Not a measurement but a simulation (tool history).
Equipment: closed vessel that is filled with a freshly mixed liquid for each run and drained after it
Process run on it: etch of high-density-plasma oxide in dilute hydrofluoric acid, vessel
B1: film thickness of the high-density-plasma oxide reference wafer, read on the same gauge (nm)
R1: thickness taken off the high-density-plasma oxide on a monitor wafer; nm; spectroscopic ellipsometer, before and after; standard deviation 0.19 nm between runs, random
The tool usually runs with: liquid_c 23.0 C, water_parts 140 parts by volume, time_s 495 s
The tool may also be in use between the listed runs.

{"run": 1, "hour": 0.0, "liquid_c": 23.0, "water_parts": 140, "time_s": 495, "B1": 79.98, "R1": 22.12}
{"run": 2, "hour": 17.6, "liquid_c": 23.0, "water_parts": 140, "time_s": 495, "B1": 80.02, "R1": 21.9}
{"run": 3, "hour": 44.2, "liquid_c": 23.0, "water_parts": 140, "time_s": 495, "B1": 80.05, "R1": 22.01}
{"run": 4, "hour": 70.7, "liquid_c": 23.0, "water_parts": 140, "time_s": 495, "B1": 80.01, "R1": 21.84}
{"run": 5, "hour": 86.3, "liquid_c": 23.0, "water_parts": 140, "time_s": 495, "B1": 80.02, "R1": 22.16}
{"run": 6, "hour": 114.5, "liquid_c": 23.0, "water_parts": 140, "time_s": 495, "B1": 80.07, "R1": 22.15}
{"run": 7, "hour": 142.6, "liquid_c": 23.0, "water_parts": 140, "time_s": 495, "B1": 79.98, "R1": 22.06}
{"run": 8, "hour": 169.9, "liquid_c": 23.0, "water_parts": 140, "time_s": 495, "B1": 80.0, "R1": 22.27}
{"run": 9, "hour": 188.0, "liquid_c": 23.0, "water_parts": 140, "time_s": 495, "B1": 79.99, "R1": 22.37}
{"run": 10, "hour": 213.6, "liquid_c": 23.0, "water_parts": 140, "time_s": 495, "B1": 80.01, "R1": 21.93}
{"run": 11, "hour": 240.0, "liquid_c": 23.0, "water_parts": 140, "time_s": 495, "B1": 80.02, "R1": 21.93}
{"run": 12, "hour": 262.5, "liquid_c": 23.0, "water_parts": 140, "time_s": 495, "B1": 80.07, "R1": 22.52}
{"run": 13, "hour": 283.4, "liquid_c": 23.0, "water_parts": 140, "time_s": 495, "B1": 80.05, "R1": 22.11}
{"run": 14, "hour": 316.7, "liquid_c": 23.0, "water_parts": 140, "time_s": 495, "B1": 80.01, "R1": 22.48}
{"hour": 326.6, "done": "hydrofluoric acid flow meter replaced"}
{"run": 15, "hour": 340.4, "liquid_c": 23.0, "water_parts": 120, "time_s": 370, "B1": 79.99, "R1": 19.12}
{"run": 16, "hour": 353.5, "liquid_c": 23.0, "water_parts": 140, "time_s": 495, "B1": 80.01, "R1": 21.38}
{"run": 17, "hour": 384.4, "liquid_c": 23.0, "water_parts": 75, "time_s": 575, "B1": 80.01, "R1": 50.21}
{"run": 18, "hour": 408.3, "liquid_c": 19.5, "water_parts": 80, "time_s": 495, "B1": 79.97, "R1": 35.2}
{"run": 19, "hour": 423.9, "liquid_c": 23.0, "water_parts": 140, "time_s": 495, "B1": 80.03, "R1": 21.24}
{"run": 20, "hour": 452.1, "liquid_c": 26.0, "water_parts": 185, "time_s": 725, "B1": 80.01, "R1": 25.31}
{"run": 21, "hour": 473.1, "liquid_c": 27.0, "water_parts": 170, "time_s": 650, "B1": 80.03, "R1": 26.16}
{"run": 22, "hour": 501.8, "liquid_c": 23.0, "water_parts": 140, "time_s": 495, "B1": 79.99, "R1": 22.05}
{"hour": 506.3, "done": "gauge calibrated"}
{"run": 23, "hour": 529.1, "liquid_c": 18.5, "water_parts": 185, "time_s": 675, "B1": 80.01, "R1": 17.95}
{"hour": 536.0, "done": "thermometer replaced"}
{"run": 24, "hour": 563.9, "liquid_c": 21.0, "water_parts": 180, "time_s": 570, "B1": 79.97, "R1": 17.42}
{"run": 25, "hour": 597.6, "liquid_c": 23.0, "water_parts": 140, "time_s": 495, "B1": 80.01, "R1": 22.11}
{"run": 26, "hour": 620.9, "liquid_c": 23.0, "water_parts": 140, "time_s": 495, "B1": 79.99, "R1": 21.78}
{"run": 27, "hour": 710.8, "liquid_c": 21.5, "water_parts": 140, "time_s": 495, "B1": 79.97, "R1": 20.91}
{"run": 28, "hour": 741.5, "liquid_c": 25.5, "water_parts": 200, "time_s": 255, "B1": 80.06, "R1": 8.3}
{"run": 29, "hour": 770.7, "liquid_c": 25.5, "water_parts": 190, "time_s": 725, "B1": 80.0, "R1": 25.11}

What if the next run were any one of these 3? Each begins from the tool's condition after run 29:
{"run": "A", "hour": 771.5, "liquid_c": 23.0, "water_parts": 140, "time_s": 235, "B1": "?", "R1": "?"}
{"run": "B", "hour": 771.5, "liquid_c": 21.0, "water_parts": 140, "time_s": 245, "B1": "?", "R1": "?"}
{"run": "C", "hour": 771.5, "liquid_c": 19.0, "water_parts": 85, "time_s": 245, "B1": "?", "R1": "?"}

run=A B1=79.99 R1=10.60
run=B B1=79.99 R1=10.21
run=C B1=79.99 R1=16.42
With the hidden condition removed and each run's random variation left untouched, the same runs would have given:
run=A R1=10.02
run=B R1=9.66
run=C R1=15.57

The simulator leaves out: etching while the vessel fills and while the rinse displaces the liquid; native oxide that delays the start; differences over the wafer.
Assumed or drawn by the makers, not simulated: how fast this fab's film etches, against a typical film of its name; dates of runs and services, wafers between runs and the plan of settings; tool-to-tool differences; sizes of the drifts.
